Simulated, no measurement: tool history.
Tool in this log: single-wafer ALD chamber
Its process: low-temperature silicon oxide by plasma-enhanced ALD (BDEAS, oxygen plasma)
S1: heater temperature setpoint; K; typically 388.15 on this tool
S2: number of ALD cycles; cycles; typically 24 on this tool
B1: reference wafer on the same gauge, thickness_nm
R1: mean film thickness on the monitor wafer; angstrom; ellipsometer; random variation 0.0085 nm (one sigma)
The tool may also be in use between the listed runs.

run 1 hour=0 | S1=388.15 S2=24 | B1=3.326 | R1=34.54
run 2 hour=57.3 | S1=388.15 S2=24 | B1=3.324 | R1=34.54
run 3 hour=140.1 | S1=388.15 S2=24 | B1=3.318 | R1=34.49
run 4 hour=228.2 | S1=388.15 S2=24 | B1=3.316 | R1=34.24
run 5 hour=282.9 | S1=398.15 S2=24 | B1=3.314 | R1=33.66
run 6 hour=335.7 | S1=388.15 S2=24 | B1=3.312 | R1=34.28
run 7 hour=433.4 | S1=388.15 S2=24 | B1=3.303 | R1=34.28
run 8 hour=471.1 | S1=388.15 S2=24 | B1=3.303 | R1=34.14
run 9 hour=513.1 | S1=392.15 S2=22 | B1=3.303 | R1=31.16
run 10 hour=563.6 | S1=388.15 S2=24 | B1=3.297 | R1=34.16
run 11 hour=650.2 | S1=377.15 S2=22 | B1=3.293 | R1=31.79
run 12 hour=725.9 | S1=388.15 S2=24 | B1=3.29 | R1=34
-- hour=754.5 thermocouple changed; heater temperature recalibrated
run 13 hour=779.6 | S1=401.15 S2=21 | B1=3.285 | R1=29.03
run 14 hour=880.7 | S1=388.15 S2=28 | B1=3.28 | R1=39.67
-- hour=914.8 gauge calibrated
run 15 hour=938.7 | S1=395.15 S2=22 | B1=3.362 | R1=31.53
run 16 hour=1013.4 | S1=402.15 S2=25 | B1=3.356 | R1=35.35
run 17 hour=1134.3 | S1=397.15 S2=24 | B1=3.348 | R1=34.2
run 18 hour=1383.6 | S1=388.15 S2=29 | B1=3.343 | R1=41.84
run 19 hour=1439.8 | S1=377.15 S2=28 | B1=3.337 | R1=40.99

Here are 5 independent what-if runs from the current tool condition. What would each one return?
run A hour=1440.2 | S1=393.15 S2=24 | B1=? | R1=?
run B hour=1440.2 | S1=388.15 S2=19 | B1=? | R1=?
run C hour=1440.2 | S1=401.15 S2=24 | B1=? | R1=?
run D hour=1440.2 | S1=377.15 S2=24 | B1=? | R1=?
run E hour=1440.2 | S1=374.15 S2=24 | B1=? | R1=?

run=A B1=3.338 R1=34.29
run=B B1=3.338 R1=27.37
run=C B1=3.338 R1=33.84
run=D B1=3.338 R1=35.19
run=E B1=3.338 R1=35.36
With no hidden state in the tool, these same runs would have given:
run=A R1=34.53
run=B R1=27.56
run=C R1=34.08
run=D R1=35.44
run=E R1=35.61

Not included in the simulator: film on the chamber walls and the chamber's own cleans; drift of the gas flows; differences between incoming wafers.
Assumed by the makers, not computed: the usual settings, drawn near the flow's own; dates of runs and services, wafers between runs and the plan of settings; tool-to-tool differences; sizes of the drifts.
